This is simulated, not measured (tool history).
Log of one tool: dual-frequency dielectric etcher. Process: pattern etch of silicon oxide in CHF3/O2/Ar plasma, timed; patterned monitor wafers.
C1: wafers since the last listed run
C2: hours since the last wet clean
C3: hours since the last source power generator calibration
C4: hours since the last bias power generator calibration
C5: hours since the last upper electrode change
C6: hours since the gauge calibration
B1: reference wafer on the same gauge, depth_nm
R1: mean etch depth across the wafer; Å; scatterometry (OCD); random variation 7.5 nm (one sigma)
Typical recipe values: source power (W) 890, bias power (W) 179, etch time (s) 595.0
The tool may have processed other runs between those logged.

run 1 hour=0.0 | source_power_(W)=890 bias_power_(W)=179 etch_time_(s)=595.0 | C1=0 C2=173.6 C3=3582.5 C4=4611.1 C5=4808.8 C6=456.5 | B1=1409.8 | R1=12496
run 2 hour=46.0 | source_power_(W)=890 bias_power_(W)=179 etch_time_(s)=595.0 | C1=134 C2=219.6 C3=3628.5 C4=4657.1 C5=4854.8 C6=502.5 | B1=1410.2 | R1=12473
run 3 hour=98.5 | source_power_(W)=890 bias_power_(W)=179 etch_time_(s)=595.0 | C1=154 C2=272.1 C3=3681.0 C4=4709.6 C5=4907.3 C6=555.0 | B1=1411.3 | R1=12299
run 4 hour=158.9 | source_power_(W)=890 bias_power_(W)=179 etch_time_(s)=595.0 | C1=177 C2=332.5 C3=3741.4 C4=4770.0 C5=4967.7 C6=615.4 | B1=1408.8 | R1=12391
run 5 hour=183.2 | source_power_(W)=890 bias_power_(W)=179 etch_time_(s)=595.0 | C1=71 C2=356.8 C3=3765.7 C4=4794.3 C5=4992.0 C6=639.7 | B1=1409.4 | R1=12418
-- hour=231.8 gauge calibrated
run 6 hour=234.1 | source_power_(W)=890 bias_power_(W)=179 etch_time_(s)=595.0 | C1=149 C2=407.7 C3=3816.6 C4=4845.2 C5=5042.9 C6=2.3 | B1=1410.0 | R1=12265
run 7 hour=297.3 | source_power_(W)=890 bias_power_(W)=179 etch_time_(s)=595.0 | C1=185 C2=470.9 C3=3879.8 C4=4908.4 C5=5106.1 C6=65.5 | B1=1409.1 | R1=12213
-- hour=312.7 source power generator calibrated
-- hour=360.9 wet clean of the chamber
run 8 hour=361.4 | source_power_(W)=970 bias_power_(W)=216 etch_time_(s)=667.0 | C1=105 C2=0.5 C3=48.7 C4=4972.5 C5=5170.2 C6=129.6 | B1=1409.5 | R1=15689
run 9 hour=409.6 | source_power_(W)=760 bias_power_(W)=212 etch_time_(s)=453.5 | C1=141 C2=48.7 C3=96.9 C4=5020.7 C5=5218.4 C6=177.8 | B1=1410.3 | R1=9866
-- hour=452.3 upper electrode replaced, of another model than before
run 10 hour=461.6 | source_power_(W)=890 bias_power_(W)=179 etch_time_(s)=595.0 | C1=82 C2=100.7 C3=148.9 C4=5072.7 C5=9.3 C6=229.8 | B1=1410.1 | R1=12596
-- hour=469.9 bias power generator calibrated
run 11 hour=529.5 | source_power_(W)=890 bias_power_(W)=179 etch_time_(s)=595.0 | C1=187 C2=168.6 C3=216.8 C4=59.6 C5=77.2 C6=297.7 | B1=1409.3 | R1=12306
run 12 hour=562.5 | source_power_(W)=890 bias_power_(W)=159 etch_time_(s)=426.5 | C1=96 C2=201.6 C3=249.8 C4=92.6 C5=110.2 C6=330.7 | B1=1410.6 | R1=8064
run 13 hour=593.2 | source_power_(W)=710 bias_power_(W)=179 etch_time_(s)=662.0 | C1=90 C2=232.3 C3=280.5 C4=123.3 C5=140.9 C6=361.4 | B1=1410.9 | R1=13113
run 14 hour=655.2 | source_power_(W)=800 bias_power_(W)=224 etch_time_(s)=734.0 | C1=181 C2=294.3 C3=342.5 C4=185.3 C5=202.9 C6=423.4 | B1=1409.0 | R1=17252
run 15 hour=701.4 | source_power_(W)=890 bias_power_(W)=179 etch_time_(s)=433.5 | C1=135 C2=340.5 C3=388.7 C4=231.5 C5=249.1 C6=469.6 | B1=1412.3 | R1=8902

What if the next run were any one of these 3? Each begins from the tool's condition after run 15:
run A hour=702.0 | source_power_(W)=890 bias_power_(W)=179 etch_time_(s)=595.0 | C1=1 C2=341.1 C3=389.3 C4=232.1 C5=249.7 C6=470.2 | B1=? | R1=?
run B hour=702.0 | source_power_(W)=820 bias_power_(W)=179 etch_time_(s)=595.0 | C1=1 C2=341.1 C3=389.3 C4=232.1 C5=249.7 C6=470.2 | B1=? | R1=?
run C hour=702.0 | source_power_(W)=670 bias_power_(W)=219 etch_time_(s)=768.5 | C1=1 C2=341.1 C3=389.3 C4=232.1 C5=249.7 C6=470.2 | B1=? | R1=?

run=A B1=1409.7 R1=12180
run=B B1=1409.7 R1=11992
run=C B1=1409.7 R1=17205
The same runs, with their run-to-run variation unchanged, on a tool lacking any hidden condition would have given:
run=A R1=12642
run=B R1=12447
run=C R1=17858
